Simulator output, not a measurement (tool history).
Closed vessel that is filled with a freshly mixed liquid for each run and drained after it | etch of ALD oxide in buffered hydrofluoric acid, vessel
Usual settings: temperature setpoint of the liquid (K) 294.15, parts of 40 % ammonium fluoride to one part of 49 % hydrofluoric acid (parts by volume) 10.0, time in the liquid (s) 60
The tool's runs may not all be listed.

| run | hour | temperature setpoint of the liquid (K) | parts of 40 % ammonium fluoride to one part of 49 % hydrofluoric acid (parts by volume) | time in the liquid (s) | wafers since the last listed run | hours since the thermometer was replaced | hours since the hydrofluoric acid flow meter was replaced | hours since the gauge calibration | read-back film thickness of the ALD oxide reference wafer, read on the same gauge (nm) | thickness taken off the ALD oxide on a monitor wafer (Å) |
|---|---|---|---|---|---|---|---|---|---|---|
| 1 | 0.0 | 291.15 | 10.0 | 60 | 0 | 119.5 | 646.2 | 883.8 | 69.99 | 1197.6 |
| 2 | 29.2 | 294.15 | 10.0 | 70 | 2010 | 148.7 | 675.4 | 913.0 | 70.01 | 1650.5 |
| 3 | 61.3 | 294.15 | 10.0 | 70 | 2210 | 180.8 | 707.5 | 945.1 | 69.99 | 1653.0 |
| 4 | 79.6 | 294.15 | 10.0 | 60 | 1260 | 199.1 | 725.8 | 963.4 | 70.00 | 1405.6 |
| 5 | 181.6 | 294.15 | 10.0 | 60 | 7023 | 301.1 | 827.8 | 1065.4 | 69.99 | 1377.1 |
| 6 | 209.5 | 292.65 | 10.0 | 60 | 1921 | 329.0 | 855.7 | 1093.3 | 70.01 | 1259.1 |
| 7 | 231.8 | 292.65 | 10.0 | 60 | 1535 | 351.3 | 878.0 | 1115.6 | 69.99 | 1258.4 |
| 8 | 264.8 | 292.65 | 10.0 | 60 | 2272 | 384.3 | 911.0 | 1148.6 | 70.00 | 1257.3 |
| 9 | 292.1 | 294.15 | 11.0 | 75 | 1879 | 411.6 | 938.3 | 1175.9 | 69.99 | 1548.4 |
| 10 | 311.7 | 294.15 | 10.0 | 60 | 1349 | 431.2 | 957.9 | 1195.5 | 70.00 | 1347.9 |
| 11 | 332.7 | 298.15 | 12.5 | 60 | 1445 | 452.2 | 978.9 | 1216.5 | 70.02 | 1352.8 |
| 12 | 378.1 | 294.15 | 12.5 | 35 | 3126 | 497.6 | 1024.3 | 1261.9 | 69.98 | 627.6 |
| 13 | 393.7 | 294.15 | 10.0 | 75 | 1074 | 513.2 | 1039.9 | 1277.5 | 70.01 | 1668.2 |
| 14 | 429.0 | 294.15 | 10.0 | 60 | 2430 | 548.5 | 1075.2 | 1312.8 | 69.98 | 1346.0 |
| 15 | 444.9 | 294.15 | 10.0 | 60 | 1094 | 564.4 | 1091.1 | 1328.7 | 70.02 | 1327.6 |
| 16 | 468.4 | 294.15 | 13.0 | 60 | 1618 | 587.9 | 1114.6 | 1352.2 | 70.01 | 1023.9 |
|  | 480.2 | thermometer replaced |
| 17 | 500.6 | 294.15 | 10.0 | 60 | 2148 | 20.4 | 1146.8 | 1384.4 | 70.00 | 1386.6 |
|  | 514.0 | hydrofluoric acid flow meter replaced |
| 18 | 520.9 | 298.15 | 10.0 | 50 | 1328 | 40.7 | 6.9 | 1404.7 | 70.02 | 1528.1 |
| 19 | 549.4 | 292.15 | 12.5 | 60 | 1962 | 69.2 | 35.4 | 1433.2 | 70.01 | 1043.6 |
| 20 | 566.5 | 290.65 | 8.0 | 90 | 1177 | 86.3 | 52.5 | 1450.3 | 69.98 | 2184.1 |
|  | 568.9 | gauge calibrated |
| 21 | 581.2 | 290.15 | 10.0 | 40 | 1012 | 101.0 | 67.2 | 12.3 | 70.01 | 781.9 |
| 22 | 616.8 | 294.15 | 10.0 | 60 | 2451 | 136.6 | 102.8 | 47.9 | 70.00 | 1451.2 |
| 23 | 651.5 | 294.15 | 10.0 | 60 | 2389 | 171.3 | 137.5 | 82.6 | 70.00 | 1437.9 |
| 24 | 669.5 | 290.65 | 13.0 | 50 | 1239 | 189.3 | 155.5 | 100.6 | 70.01 | 753.9 |
| 25 | 748.2 | 294.15 | 10.0 | 60 | 5419 | 268.0 | 234.2 | 179.3 | 70.01 | 1414.4 |
| 26 | 764.0 | 290.15 | 10.0 | 45 | 1087 | 283.8 | 250.0 | 195.1 | 70.01 | 850.6 |
| 27 | 781.9 | 291.65 | 7.5 | 60 | 1232 | 301.7 | 267.9 | 213.0 | 69.99 | 1576.0 |
| 28 | 806.3 | 299.15 | 10.0 | 60 | 1680 | 326.1 | 292.3 | 237.4 | 70.00 | 1847.5 |
| 29 | 840.0 | 294.15 | 10.0 | 60 | 2320 | 359.8 | 326.0 | 271.1 | 70.00 | 1387.5 |
| 30 | 855.6 | 297.15 | 10.0 | 50 | 1074 | 375.4 | 341.6 | 286.7 | 70.01 | 1377.0 |
| 31 | 868.4 | 294.15 | 12.5 | 60 | 881 | 388.2 | 354.4 | 299.5 | 69.99 | 1115.9 |
| 32 | 884.1 | 292.15 | 10.0 | 60 | 1081 | 403.9 | 370.1 | 315.2 | 70.01 | 1238.3 |
| 33 | 905.6 | 294.15 | 8.5 | 60 | 1480 | 425.4 | 391.6 | 336.7 | 69.99 | 1569.1 |
| 34 | 930.6 | 295.65 | 13.0 | 50 | 1721 | 450.4 | 416.6 | 361.7 | 70.02 | 965.1 |

Measured less the same run without the tool's hidden state. The same run-to-run variation is in both; the gauge's scatter may not be:
The hidden state here: liquid colder than its thermometer reads (K); hydrofluoric acid flow below the setpoint (%); gauge reads high (%).
| run | thickness taken off the ALD oxide on a monitor wafer (Å) |
|---|---|
| 1 | -59.7 |
| 2 | -88.1 |
| 3 | -97.0 |
| 4 | -86.4 |
| 5 | -106.3 |
| 6 | -102.5 |
| 7 | -107.0 |
| 8 | -113.3 |
| 9 | -146.2 |
| 10 | -131.0 |
| 11 | -135.2 |
| 12 | -67.9 |
| 13 | -184.3 |
| 14 | -156.5 |
| 15 | -157.2 |
| 16 | -125.8 |
| 17 | -96.5 |
| 18 | -18.6 |
| 19 | -17.5 |
| 20 | -43.0 |
| 21 | -16.7 |
| 22 | -38.1 |
| 23 | -44.5 |
| 24 | -25.7 |
| 25 | -63.9 |
| 26 | -41.3 |
| 27 | -83.6 |
| 28 | -97.7 |
| 29 | -82.3 |
| 30 | -83.4 |
| 31 | -70.7 |
| 32 | -82.3 |
| 33 | -113.4 |
| 34 | -70.3 |
